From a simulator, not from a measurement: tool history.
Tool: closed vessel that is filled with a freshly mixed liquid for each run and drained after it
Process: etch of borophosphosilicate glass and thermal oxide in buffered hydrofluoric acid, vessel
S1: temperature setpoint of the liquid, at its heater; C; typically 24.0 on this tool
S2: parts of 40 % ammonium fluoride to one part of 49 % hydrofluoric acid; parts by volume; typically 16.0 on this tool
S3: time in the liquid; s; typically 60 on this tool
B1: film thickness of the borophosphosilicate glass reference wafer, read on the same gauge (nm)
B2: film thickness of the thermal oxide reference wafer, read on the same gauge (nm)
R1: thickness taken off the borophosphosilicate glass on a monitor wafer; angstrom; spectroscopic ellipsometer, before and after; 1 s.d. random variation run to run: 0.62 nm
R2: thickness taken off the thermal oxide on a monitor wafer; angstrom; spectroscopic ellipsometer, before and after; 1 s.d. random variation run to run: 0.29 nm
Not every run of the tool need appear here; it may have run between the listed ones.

run     day    S1    S2  S3     B1      B2      R1     R2
  1   0.000  24.0  16.0  60  80.00  120.01   837.0  406.7
  2   1.000  24.0  16.0  60  80.02  119.98   840.7  409.0
  3   2.175  24.0  16.0  60  80.01  120.00   835.5  408.4
      2.392  -- hydrofluoric acid flow meter replaced
      2.804  -- gauge calibrated
  4   3.154  24.0  16.0  60  80.01  120.03   914.0  441.8
  5   4.183  27.5  16.0  75  80.02  120.01  1365.0  669.9
  6   4.800  22.5  16.0  60  80.00  120.03   827.8  405.9
  7   5.712  29.0  16.0  60  80.01  119.97  1163.4  579.8
  8   6.546  27.0  13.5  50  79.99  120.00  1038.3  504.3
  9   9.292  24.0  16.0  60  79.99  120.03   896.8  441.2
 10  10.496  24.0  16.0  60  79.98  120.02   891.0  434.3
 11  11.154  24.0  16.0  60  80.00  120.06   902.9  437.2
 12  12.196  21.5  16.0  60  80.00  119.96   776.0  377.4
 13  12.871  24.0  22.0  95  80.00  119.97  1073.2  514.5
 14  13.904  24.0  11.5  70  79.98  120.06  1426.0  695.7
 15  14.504  29.0  16.0  30  80.01  119.96   572.7  286.6
 16  15.712  26.5  21.5  35  80.01  119.99   455.9  220.6
 17  16.304  24.0  12.0  60  80.00  120.01  1165.6  570.1
 18  18.588  22.5  10.0  30  80.00  119.96   645.1  309.7
 19  19.533  24.0  16.0  70  80.00  120.02  1010.9  501.3
 20  20.375  22.5  16.0  75  79.98  120.06  1010.5  491.2
 21  21.267  24.0  19.0  60  80.01  120.03   738.9  359.6
 22  21.838  24.0  16.0  60  79.99  120.05   869.8  421.1
 23  23.138  24.0  13.5  45  80.00  119.99   766.1  376.0
 24  24.238  24.0  16.0  30  80.00  120.01   431.4  213.7

5 options for the next run, each taken on its own from the tool as it stands now. Forecast them:
  A  24.267  24.0  21.5  60   ?   ?   ?   ?
  B  24.267  20.0  16.0  60   ?   ?   ?   ?
  C  24.267  24.0  18.5  90   ?   ?   ?   ?
  D  24.267  26.5  16.0  95   ?   ?   ?   ?
  E  24.267  24.0  16.0  40   ?   ?   ?   ?

run     B1      B2      R1     R2
  A  80.01  120.00   677.5  326.4
  B  80.01  120.00   703.0  337.6
  C  80.01  120.00  1137.3  547.8
  D  80.01  120.00  1585.0  764.0
  E  80.01  120.00   583.5  280.9
Without the tool's unlogged condition, the same runs would have read:
run      R1     R2
  A   700.7  337.5
  B   737.7  354.2
  C  1193.4  574.7
  D  1663.0  801.4
  E   612.3  294.7
